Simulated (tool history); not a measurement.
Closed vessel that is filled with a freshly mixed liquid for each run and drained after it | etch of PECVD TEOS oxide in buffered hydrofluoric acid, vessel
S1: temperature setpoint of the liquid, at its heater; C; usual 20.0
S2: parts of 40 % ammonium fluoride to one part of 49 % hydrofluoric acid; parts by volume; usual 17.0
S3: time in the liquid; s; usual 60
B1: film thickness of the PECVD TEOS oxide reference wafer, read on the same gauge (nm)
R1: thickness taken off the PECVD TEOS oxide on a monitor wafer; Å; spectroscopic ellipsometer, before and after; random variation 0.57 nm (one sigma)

{"run": 1, "day": 0.0, "S1": 20.0, "S2": 17.0, "S3": 60, "B1": 30.0, "R1": 680.2}
{"run": 2, "day": 0.992, "S1": 20.0, "S2": 17.0, "S3": 60, "B1": 29.99, "R1": 693.6}
{"run": 3, "day": 1.492, "S1": 20.0, "S2": 14.0, "S3": 40, "B1": 30.03, "R1": 554.7}
{"run": 4, "day": 2.433, "S1": 20.0, "S2": 14.0, "S3": 40, "B1": 30.03, "R1": 550.3}
{"run": 5, "day": 3.733, "S1": 20.0, "S2": 14.0, "S3": 40, "B1": 30.01, "R1": 542.9}
{"day": 4.254, "done": "thermometer replaced"}
{"run": 6, "day": 4.55, "S1": 20.0, "S2": 22.5, "S3": 60, "B1": 30.0, "R1": 584.5}
{"run": 7, "day": 6.017, "S1": 17.5, "S2": 17.0, "S3": 60, "B1": 30.03, "R1": 642.4}
{"run": 8, "day": 6.725, "S1": 17.5, "S2": 17.0, "S3": 60, "B1": 29.99, "R1": 640.4}
{"run": 9, "day": 8.071, "S1": 20.0, "S2": 20.0, "S3": 60, "B1": 30.01, "R1": 629.8}
{"run": 10, "day": 9.012, "S1": 20.0, "S2": 20.0, "S3": 60, "B1": 30.0, "R1": 634.7}
{"run": 11, "day": 10.171, "S1": 20.0, "S2": 14.0, "S3": 60, "B1": 30.0, "R1": 895.7}
{"run": 12, "day": 10.838, "S1": 20.0, "S2": 17.0, "S3": 35, "B1": 30.02, "R1": 430.1}
{"run": 13, "day": 12.162, "S1": 18.0, "S2": 14.5, "S3": 60, "B1": 30.02, "R1": 770.6}
{"run": 14, "day": 12.842, "S1": 20.0, "S2": 17.0, "S3": 60, "B1": 30.0, "R1": 738.5}
{"run": 15, "day": 13.742, "S1": 20.0, "S2": 17.0, "S3": 85, "B1": 29.96, "R1": 1057.0}
{"run": 16, "day": 15.221, "S1": 21.5, "S2": 11.5, "S3": 75, "B1": 30.01, "R1": 1475.6}
{"run": 17, "day": 15.996, "S1": 24.0, "S2": 14.0, "S3": 70, "B1": 30.01, "R1": 1289.2}
{"day": 16.942, "done": "gauge calibrated"}
{"run": 18, "day": 17.154, "S1": 20.0, "S2": 14.5, "S3": 60, "B1": 29.96, "R1": 852.4}
{"run": 19, "day": 17.975, "S1": 20.0, "S2": 17.0, "S3": 60, "B1": 29.98, "R1": 738.5}
{"run": 20, "day": 19.012, "S1": 20.0, "S2": 17.0, "S3": 30, "B1": 29.98, "R1": 367.0}
{"run": 21, "day": 20.004, "S1": 20.0, "S2": 20.0, "S3": 60, "B1": 29.98, "R1": 635.7}
{"run": 22, "day": 20.971, "S1": 20.0, "S2": 17.0, "S3": 60, "B1": 30.01, "R1": 730.1}
{"run": 23, "day": 22.258, "S1": 17.5, "S2": 12.0, "S3": 85, "B1": 30.0, "R1": 1269.8}
{"run": 24, "day": 23.158, "S1": 24.0, "S2": 21.0, "S3": 30, "B1": 30.0, "R1": 379.3}
{"day": 25.0, "done": "hydrofluoric acid flow meter replaced"}
{"run": 25, "day": 25.292, "S1": 21.5, "S2": 12.0, "S3": 90, "B1": 30.02, "R1": 1664.0}
{"run": 26, "day": 26.542, "S1": 17.0, "S2": 17.0, "S3": 85, "B1": 30.0, "R1": 871.9}
{"run": 27, "day": 27.483, "S1": 20.0, "S2": 10.5, "S3": 60, "B1": 29.96, "R1": 1171.4}
{"run": 28, "day": 28.338, "S1": 20.0, "S2": 17.0, "S3": 60, "B1": 29.99, "R1": 736.3}
{"run": 29, "day": 29.546, "S1": 17.0, "S2": 10.5, "S3": 70, "B1": 29.98, "R1": 1145.2}
{"run": 30, "day": 30.571, "S1": 23.0, "S2": 17.0, "S3": 60, "B1": 30.0, "R1": 853.6}
{"run": 31, "day": 31.912, "S1": 20.0, "S2": 20.5, "S3": 80, "B1": 30.01, "R1": 822.3}
{"run": 32, "day": 32.508, "S1": 20.0, "S2": 17.0, "S3": 60, "B1": 29.98, "R1": 734.9}
{"run": 33, "day": 36.308, "S1": 20.0, "S2": 17.0, "S3": 60, "B1": 30.02, "R1": 728.0}
{"run": 34, "day": 37.346, "S1": 20.0, "S2": 17.0, "S3": 60, "B1": 30.01, "R1": 727.7}

Forecast each of these 3 alternatives for the next run:
{"run": "A", "day": 37.375, "S1": 20.0, "S2": 17.0, "S3": 80, "B1": "?", "R1": "?"}
{"run": "B", "day": 37.375, "S1": 23.5, "S2": 17.0, "S3": 75, "B1": "?", "R1": "?"}
{"run": "C", "day": 37.375, "S1": 24.5, "S2": 22.5, "S3": 45, "B1": "?", "R1": "?"}

run=A B1=30.00 R1=974.9
run=B B1=30.00 R1=1110.4
run=C B1=30.00 R1=552.9
Without the tool's hidden state the same runs would have given:
run=A R1=1000.4
run=B R1=1138.8
run=C R1=567.0
